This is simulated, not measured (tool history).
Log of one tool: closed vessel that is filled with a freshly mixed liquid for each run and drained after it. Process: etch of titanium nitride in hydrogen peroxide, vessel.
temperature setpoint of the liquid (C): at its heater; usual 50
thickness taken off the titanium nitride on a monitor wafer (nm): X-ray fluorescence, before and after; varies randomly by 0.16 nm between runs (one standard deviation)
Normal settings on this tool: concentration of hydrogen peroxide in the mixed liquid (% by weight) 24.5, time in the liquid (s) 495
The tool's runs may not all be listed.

run    hour  temperature setpoint of the liquid (C)  concentration of hydrogen peroxide in the mixed liquid (% by weight)  time in the liquid (s)  wafers since the last listed run  hours since the thermometer was replaced  hours since the peroxide flow meter was replaced  hours since the drum of peroxide was connected  hours since the gauge calibration  read-back film thickness of the titanium nitride reference wafer, read on the same gauge (nm)  thickness taken off the titanium nitride on a monitor wafer (nm)
  1       0                                      50                                                                  24.5                     495                                 0                                    1187.3                                             591.9                                           255.2                             1854.8                                                                                          90.01                                                             15.22
  2      31                                      50                                                                  28.5                     495                              2226                                    1218.3                                             622.9                                           286.2                             1885.8                                                                                          89.99                                                             15.84
  3    94.1                                      50                                                                  19.5                     495                              4531                                    1281.4                                               686                                           349.3                             1948.9                                                                                          90.01                                                             14.48
      186.4  -- new drum of peroxide connected
  4   267.9                                      50                                                                  20.5                     495                             12409                                    1455.2                                             859.8                                            81.5                             2122.7                                                                                          89.98                                                             14.45
      297.6  -- gauge calibrated
  5   314.9                                      50                                                                  24.5                     495                              3375                                    1502.2                                             906.8                                           128.5                               17.3                                                                                          90.02                                                             15.04
  6   359.9                                      50                                                                  24.5                     495                              3231                                    1547.2                                             951.8                                           173.5                               62.3                                                                                          89.99                                                             15.11
  7   423.7                                    45.5                                                                  24.5                     495                              4581                                      1611                                            1015.6                                           237.3                              126.1                                                                                          90.01                                                             10.92
  8   455.9                                    45.5                                                                  24.5                     495                              2312                                    1643.2                                            1047.8                                           269.5                              158.3                                                                                             90                                                             10.76
  9   480.2                                    45.5                                                                  24.5                     495                              1745                                    1667.5                                            1072.1                                           293.8                              182.6                                                                                             90                                                             10.89
 10     529                                      50                                                                  24.5                     495                              3504                                    1716.3                                            1120.9                                           342.6                              231.4                                                                                          90.04                                                             15.06
      581.5  -- new drum of peroxide connected
 11   600.6                                      50                                                                  24.5                     495                              5070                                    1787.9                                            1192.5                                            19.1                                303                                                                                          90.02                                                             14.78
 12   637.5                                    57.5                                                                    27                     290                              2650                                    1824.8                                            1229.4                                              56                              339.9                                                                                             90                                                             15.18
 13   706.4                                      50                                                                  24.5                     495                              4948                                    1893.7                                            1298.3                                           124.9                              408.8                                                                                          89.99                                                             14.86
 14     773                                      50                                                                  24.5                     745                              4782                                    1960.3                                            1364.9                                           191.5                              475.4                                                                                          90.02                                                             22.54
 15   817.8                                    44.5                                                                    30                     745                              3217                                    2005.1                                            1409.7                                           236.3                              520.2                                                                                          90.01                                                             15.61
 16   877.1                                      50                                                                  24.5                     495                              4258                                    2064.4                                              1469                                           295.6                              579.5                                                                                             90                                                             14.96
 17   911.1                                    44.5                                                                  24.5                     595                              2441                                    2098.4                                              1503                                           329.6                              613.5                                                                                          90.02                                                             11.59
      938.8  -- new drum of peroxide connected
      953.6  -- thermometer replaced
 18   958.9                                      53                                                                  24.5                     495                              3289                                       5.3                                            1550.8                                            20.1                              661.3                                                                                          90.01                                                             19.92
      982.1  -- peroxide flow meter replaced
 19  1001.4                                      46                                                                  24.5                     575                              2980                                      47.8                                              19.3                                            62.6                              703.8                                                                                          89.99                                                             13.79
 20  1063.6                                      50                                                                  24.5                     495                              4466                                       110                                              81.5                                           124.8                                766                                                                                          89.99                                                             16.03
 21  1111.5                                      50                                                                  24.5                     730                              3439                                     157.9                                             129.4                                           172.7                              813.9                                                                                          90.02                                                             22.94
 22  1152.2                                    46.5                                                                    30                     660                              2922                                     198.6                                             170.1                                           213.4                              854.6                                                                                          89.99                                                             17.09
 23  1192.9                                      60                                                                  29.5                     360                              2922                                     239.3                                             210.8                                           254.1                              895.3                                                                                          90.02                                                             24.04
 24  1240.1                                    45.5                                                                    30                     385                              3389                                     286.5                                               258                                           301.3                              942.5                                                                                             90                                                              9.26
 25  1305.1                                    47.5                                                                    30                     660                              4668                                     351.5                                               323                                           366.3                             1007.5                                                                                          89.99                                                             18.15
     1308.9  -- new drum of peroxide connected
 26  1343.7                                      50                                                                    22                     495                              2700                                     390.1                                             361.6                                            34.8                             1046.1                                                                                          90.03                                                             15.78
 27  1380.7                                    44.5                                                                    29                     405                              2657                                     427.1                                             398.6                                            71.8                             1083.1                                                                                          90.02                                                              8.83
 28  1446.4                                      58                                                                  24.5                     495                              4718                                     492.8                                             464.3                                           137.5                             1148.8                                                                                          90.01                                                             28.06
 29  1471.6                                    57.5                                                                  24.5                     245                              1809                                       518                                             489.5                                           162.7                               1174                                                                                          90.04                                                              13.1
 30  1505.7                                      50                                                                  17.5                     325                              2448                                     552.1                                             523.6                                           196.8                             1208.1                                                                                          90.01                                                              9.62

Selected run-to-run steps in thickness taken off the titanium nitride on a monitor wafer (nm), each split into two signed amounts: the part the tool would show with no hidden state at all (from settings, incoming material and random variation), and the remainder, which goes to the hidden state together with any gauge scatter not common to the measured and the hidden-state-free results:
Hidden state at play: liquid colder than its thermometer reads (K); peroxide flow above the setpoint (%); peroxide weaker than its label (%); gauge reads high (%).
Run 13 -> 14: time in the liquid (s) 495 -> 745. thickness taken off the titanium nitride on a monitor wafer (nm) +7.68: hidden state -0.67, all else +8.35.
Run 14 -> 15: temperature setpoint of the liquid (C) 50 -> 44.5, concentration of hydrogen peroxide in the mixed liquid (% by weight) 24.5 -> 30. thickness taken off the titanium nitride on a monitor wafer (nm) -6.93: hidden state +0.48, all else -7.41.
Run 17 -> 18: temperature setpoint of the liquid (C) 44.5 -> 53, time in the liquid (s) 595 -> 495, new drum of peroxide connected, thermometer replaced. thickness taken off the titanium nitride on a monitor wafer (nm) +8.33: hidden state +0.92, all else +7.41.
Run 23 -> 24: temperature setpoint of the liquid (C) 60 -> 45.5, concentration of hydrogen peroxide in the mixed liquid (% by weight) 29.5 -> 30, time in the liquid (s) 360 -> 385. thickness taken off the titanium nitride on a monitor wafer (nm) -14.78: hidden state +0.18, all else -14.96.
Run 27 -> 28: temperature setpoint of the liquid (C) 44.5 -> 58, concentration of hydrogen peroxide in the mixed liquid (% by weight) 29 -> 24.5, time in the liquid (s) 405 -> 495. thickness taken off the titanium nitride on a monitor wafer (nm) +19.23: hidden state -0.45, all else +19.68.
Run 28 -> 29: temperature setpoint of the liquid (C) 58 -> 57.5, time in the liquid (s) 495 -> 245. thickness taken off the titanium nitride on a monitor wafer (nm) -14.96: hidden state +0.34, all else -15.3.
